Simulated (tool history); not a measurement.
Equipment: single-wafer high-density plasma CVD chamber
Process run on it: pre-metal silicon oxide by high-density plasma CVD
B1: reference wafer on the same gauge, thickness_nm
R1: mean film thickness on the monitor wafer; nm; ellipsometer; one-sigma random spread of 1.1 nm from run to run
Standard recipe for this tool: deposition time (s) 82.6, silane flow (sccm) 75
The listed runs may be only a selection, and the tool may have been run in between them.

{"run": 1, "hour": 0.0, "deposition time (s)": 82.6, "silane flow (sccm)": 75, "B1": 603.079, "R1": 685.675}
{"run": 2, "hour": 26.7, "deposition time (s)": 82.6, "silane flow (sccm)": 75, "B1": 603.339, "R1": 685.814}
{"run": 3, "hour": 57.9, "deposition time (s)": 82.6, "silane flow (sccm)": 75, "B1": 603.103, "R1": 687.369}
{"run": 4, "hour": 88.9, "deposition time (s)": 82.6, "silane flow (sccm)": 75, "B1": 603.123, "R1": 685.27}
{"run": 5, "hour": 120.7, "deposition time (s)": 82.6, "silane flow (sccm)": 75, "B1": 603.093, "R1": 684.668}
{"run": 6, "hour": 152.3, "deposition time (s)": 82.6, "silane flow (sccm)": 75, "B1": 603.031, "R1": 686.777}
{"hour": 202.9, "done": "silane flow controller replaced"}
{"run": 7, "hour": 230.7, "deposition time (s)": 82.6, "silane flow (sccm)": 75, "B1": 602.558, "R1": 665.465}
{"run": 8, "hour": 243.3, "deposition time (s)": 82.6, "silane flow (sccm)": 65, "B1": 603.197, "R1": 575.719}
{"hour": 246.5, "done": "gauge calibrated"}
{"hour": 276.1, "done": "silane flow controller replaced, repeated, since the last time left the tool worse"}
{"run": 9, "hour": 276.6, "deposition time (s)": 82.6, "silane flow (sccm)": 75, "B1": 603.159, "R1": 719.856}
{"run": 10, "hour": 297.7, "deposition time (s)": 75.1, "silane flow (sccm)": 75, "B1": 602.788, "R1": 653.791}
{"run": 11, "hour": 325.0, "deposition time (s)": 82.6, "silane flow (sccm)": 89, "B1": 602.78, "R1": 854.595}
{"run": 12, "hour": 346.3, "deposition time (s)": 99.1, "silane flow (sccm)": 80, "B1": 602.688, "R1": 923.257}
{"run": 13, "hour": 376.2, "deposition time (s)": 82.6, "silane flow (sccm)": 75, "B1": 602.812, "R1": 720.881}
{"run": 14, "hour": 424.9, "deposition time (s)": 68.6, "silane flow (sccm)": 68, "B1": 603.029, "R1": 543.506}
{"run": 15, "hour": 454.2, "deposition time (s)": 82.6, "silane flow (sccm)": 71, "B1": 602.635, "R1": 682.297}
{"run": 16, "hour": 466.8, "deposition time (s)": 82.6, "silane flow (sccm)": 75, "B1": 603.071, "R1": 719.849}

How would selected steps in R1 from run to run divide? Give the signed amount a tool lacking its hidden state would still show from settings, what came in and random variation, and the signed amount left for the hidden state, including any gauge scatter that is not in both of the compared results.
What the log doesn't record here: delivered silane flow above the setpoint (%); gauge reads high (%).
Run 8 -> 9: silane flow (sccm) 65 -> 75, gauge calibrated, silane flow controller replaced, repeated, since the last time left the tool worse. R1 +144.137 nm: hidden state +49.018, all else +95.119.
Run 12 -> 13: deposition time (s) 99.1 -> 82.6, silane flow (sccm) 80 -> 75. R1 -202.376 nm: hidden state -0.099, all else -202.277.
